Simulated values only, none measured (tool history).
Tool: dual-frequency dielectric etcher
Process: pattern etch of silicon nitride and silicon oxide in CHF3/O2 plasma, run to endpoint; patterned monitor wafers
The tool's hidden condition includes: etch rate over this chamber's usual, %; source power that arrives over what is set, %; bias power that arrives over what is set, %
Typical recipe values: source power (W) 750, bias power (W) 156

run,hour,source power (W),bias power (W),wafers since the last listed run,hours since the last wet clean,hours since the last source power generator calibration,hours since the last bias power generator calibration,hours since the last upper electrode change,"incoming incoming film thickness, nm",endpoint time (s)
1,0,750,156,0,141,2909.9,3717,3245.9,267.9,174.1
2,70,750,156,540,211,2979.9,3787,3315.9,270.6,175.5
3,171.6,750,156,784,312.6,3081.5,3888.6,3417.5,267.9,174.2
4,267.3,750,156,738,408.3,3177.2,3984.3,3513.2,268.3,177.1
# hour 299.8: wet clean of the chamber
5,358.4,750,156,517,58.6,3268.3,4075.4,3604.3,266.6,172.4
6,441.8,750,156,643,142,3351.7,4158.8,3687.7,268,175.1
7,522.9,750,164,626,223.1,3432.8,4239.9,3768.8,268.3,172.3
8,573.6,750,178,391,273.8,3483.5,4290.6,3819.5,270.1,169.5
9,669.7,750,178,741,369.9,3579.6,4386.7,3915.6,267.5,167.8
# hour 734.4: wet clean of the chamber
10,734.9,790,141,318,0.5,3644.8,4451.9,3980.8,270.9,179.4
# hour 822.9: upper electrode replaced
11,823.4,790,141,497,89,3733.3,4540.4,0.5,267.6,178
12,851.5,750,156,216,117.1,3761.4,4568.5,28.6,268.4,174.7
# hour 860: bias power generator calibrated
# hour 934.4: source power generator calibrated
13,950.5,750,156,702,216.1,16.1,90.5,127.6,271,172.5
14,1043.2,750,156,715,308.8,108.8,183.2,220.3,269.1,173.7
15,1100.4,750,156,441,366,166,240.4,277.5,269.3,173.4
# hour 1200.7: wet clean of the chamber
16,1204,670,144,614,3.3,269.6,344,381.1,270.2,180.7
17,1285.6,640,156,629,84.9,351.2,425.6,462.7,269.9,178.2
18,1351.1,750,156,505,150.4,416.7,491.1,528.2,267.6,169.9
19,1391.2,690,188,309,190.5,456.8,531.2,568.3,267.3,163.5
20,1442.4,840,180,395,241.7,508,582.4,619.5,265.7,157
21,1502.6,660,186,464,301.9,568.2,642.6,679.7,268.9,165.6
22,1571.2,750,156,529,370.5,636.8,711.2,748.3,266.8,171.8
23,1626.9,750,145,429,426.2,692.5,766.9,804,268.8,178.1
24,1666.3,860,145,304,465.6,731.9,806.3,843.4,268.6,171.5
# hour 1738.1: wet clean of the chamber
25,1746.9,750,156,436,8.8,812.5,886.9,924,268.8,169.3

Run 26, settings as shown, results not yet in. Your forecast:
26,1846,750,156,764,107.9,911.6,986,1023.1,268.4,?

Logged for run 26: endpoint time (s) 170.6.
With no hidden state in the tool, this same run would have given endpoint time (s) 169.6.
